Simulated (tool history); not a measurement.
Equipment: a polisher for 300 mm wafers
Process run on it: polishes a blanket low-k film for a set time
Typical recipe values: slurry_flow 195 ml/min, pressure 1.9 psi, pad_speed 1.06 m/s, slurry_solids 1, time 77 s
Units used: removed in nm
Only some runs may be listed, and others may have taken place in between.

run     day  slurry_flow  pressure  pad_speed  slurry_solids  time  wafers since the last listed run  wafers polished on this pad  hours since the slurry nozzle was cleaned  hours since the head pressure was calibrated  hours since the slurry blender was calibrated  hours since the conditioning disc was replaced  incoming thickness of the incoming film, nm  removed
  1       0          235       1.9       0.98              1    77                                 0                          295                                      225.8                                        1236.7                                          269.8                                           276.6                                          667     23.1
  2   1.542          195       1.9        0.9              1    77                               497                          792                                      262.8                                        1273.7                                          306.8                                           313.6                                        662.6     21.7
      2.958  -- slurry blender recalibrated
      3.308  -- head pressure recalibrated
  3   3.879          195       1.9        0.9              1    77                               700                         1493                                      318.9                                          13.7                                           22.1                                           369.7                                        671.7       21
      5.467  -- conditioning disc replaced and pad reconditioned, repeated, since the last time left the tool worse
  4   5.592          195       1.9       1.06              1    77                               525                         2018                                        360                                          54.8                                           63.2                                               3                                        654.8     30.3
  5   7.138          195       1.9       1.06              1    77                               498                         2517                                      397.1                                          91.9                                          100.3                                            40.1                                        657.9     30.9
      7.975  -- slurry nozzle cleaned
  6     9.3          195       1.9       1.06              1    77                               684                         3201                                       31.8                                         143.8                                          152.2                                              92                                        652.6     29.4
  7  11.142          225       1.9       0.74           0.85    77                               594                         3795                                         76                                           188                                          196.4                                           136.2                                        653.9     20.7
     13.483  -- worn pad replaced by a new one
  8  13.504          195       1.9       1.06              1    77                               708                            6                                      132.7                                         244.7                                          253.1                                           192.9                                        668.5     29.8
  9  15.446          195       1.9       1.06              1    77                               626                          632                                      179.3                                         291.3                                          299.7                                           239.5                                        658.4     28.6
 10  17.346          195       1.9       1.06              1    77                               612                         1245                                      224.9                                         336.9                                          345.3                                           285.1                                        652.3     28.1
 11  18.546          195       1.9       1.06              1    77                               387                         1632                                      253.7                                         365.7                                          374.1                                           313.9                                        654.3     28.4
 12  20.604          170       1.9       1.06              1    67                               663                         2296                                      303.1                                         415.1                                          423.5                                           363.3                                        669.3     23.4
     20.783  -- slurry blender recalibrated
 13  22.529          170       1.5       1.06           0.75   104                               594                         2890                                      349.3                                         461.3                                           41.9                                           409.5                                        663.1     24.9
 14  24.017          195       1.9       1.06              1    77                               479                         3370                                        385                                           497                                           77.6                                           445.2                                        659.8     27.4
     25.096  -- slurry nozzle cleaned
 15  26.079          145       1.9        1.3            1.3    65                               651                         4022                                       23.6                                         546.5                                          127.1                                           494.7                                        663.1     27.8
     27.917  -- conditioning disc replaced and pad reconditioned
 16  27.967          160       1.9       1.24           0.75    53                               581                         4604                                       68.9                                         591.8                                          172.4                                             1.2                                        668.6     19.9
     30.404  -- worn pad replaced by a new one
 17  30.425          195       1.7       0.84              1    55                               739                            6                                      127.9                                         650.8                                          231.4                                            60.2                                        653.7     16.5
 18  32.179          245       1.6       1.06              1    96                               565                          572                                        170                                         692.9                                          273.5                                           102.3                                        663.4     33.4
      35.95  -- slurry blender recalibrated
 19  37.129          195       1.9       1.06            1.2    92                              1569                         2142                                      288.8                                         811.7                                           28.3                                           221.1                                        649.5     37.9
 20  38.229          195       1.9       1.06              1    92                               354                         2496                                      315.2                                         838.1                                           54.7                                           247.5                                        650.9     34.8
 21  41.462          195       2.5       1.06              1    77                              1042                         3539                                      392.8                                         915.7                                          132.3                                           325.1                                        659.8     35.6
     42.054  -- slurry nozzle cleaned
 22  43.342          195       1.9       1.06           0.85    65                               592                         4132                                       30.9                                         960.8                                          177.4                                           370.2                                        662.1     21.1
 23  45.462          195       1.9       1.06              1    77                               684                         4816                                       81.8                                        1011.7                                          228.3                                           421.1                                        655.7     27.8
     47.162  -- conditioning disc replaced and pad reconditioned
     48.492  -- worn pad replaced by a new one
 24  48.512          195       1.9       1.06              1    62                               903                            6                                        155                                        1084.9                                          301.5                                            32.4                                        666.7       25
     50.579  -- slurry blender recalibrated
 25  50.612          195       1.4       0.74            0.8   102                               650                          657                                      205.4                                        1135.3                                            0.8                                            82.8                                        653.3     20.5
 26  52.038          195       1.9       1.06              1    77                               459                         1116                                      239.6                                        1169.5                                             35                                             117                                        660.3     29.8

Hidden condition of the tool, last listed run before each entry between runs versus first listed run after:
From run 2 to run 3: slurry blender recalibrated (day 2.958); head pressure recalibrated (day 3.308)
  time polished since the conditioner stopped cutting, s: 944 -> 989
  measured minus no-state result, removed: -6.5 -> -6.5 nm
From run 3 to run 4: conditioning disc replaced and pad reconditioned, repeated, since the last time left the tool worse (day 5.467)
  time polished since the conditioner stopped cutting, s: 989 -> 72.8
  measured minus no-state result, removed: -6.5 -> -0.9 nm
From run 5 to run 6: slurry nozzle cleaned (day 7.975)
  time polished since the conditioner stopped cutting, s: 103 -> 144
  measured minus no-state result, removed: -1.3 -> -1.6 nm
From run 7 to run 8: worn pad replaced by a new one (day 13.483)
  time polished since the conditioner stopped cutting, s: 180 -> 225
  measured minus no-state result, removed: -1.1 -> -2.6 nm
From run 12 to run 13: slurry blender recalibrated (day 20.783)
  time polished since the conditioner stopped cutting, s: 361 -> 399
  measured minus no-state result, removed: -3.3 -> -3.2 nm
From run 14 to run 15: slurry nozzle cleaned (day 25.096)
  time polished since the conditioner stopped cutting, s: 427 -> 467
  measured minus no-state result, removed: -4.5 -> -5.8 nm
From run 15 to run 16: conditioning disc replaced and pad reconditioned (day 27.917)
  time polished since the conditioner stopped cutting, s: 467 -> 34.9
  measured minus no-state result, removed: -5.8 -> -0.3 nm
From run 16 to run 17: worn pad replaced by a new one (day 30.404)
  time polished since the conditioner stopped cutting, s: 34.9 -> 82.2
  measured minus no-state result, removed: -0.3 -> -0.4 nm
From run 18 to run 19: slurry blender recalibrated (day 35.95)
  time polished since the conditioner stopped cutting, s: 116 -> 211
  measured minus no-state result, removed: -1.3 -> -3.1 nm
From run 21 to run 22: slurry nozzle cleaned (day 42.054)
  time polished since the conditioner stopped cutting, s: 294 -> 331
  measured minus no-state result, removed: -5.1 -> -2.7 nm
From run 23 to run 24: conditioning disc replaced and pad reconditioned (day 47.162); worn pad replaced by a new one (day 48.492)
  time polished since the conditioner stopped cutting, s: 371 -> 50.1
  measured minus no-state result, removed: -3.9 -> -0.5 nm
From run 24 to run 25: slurry blender recalibrated (day 50.579)
  time polished since the conditioner stopped cutting, s: 50.1 -> 90.5
  measured minus no-state result, removed: -0.5 -> -0.5 nm
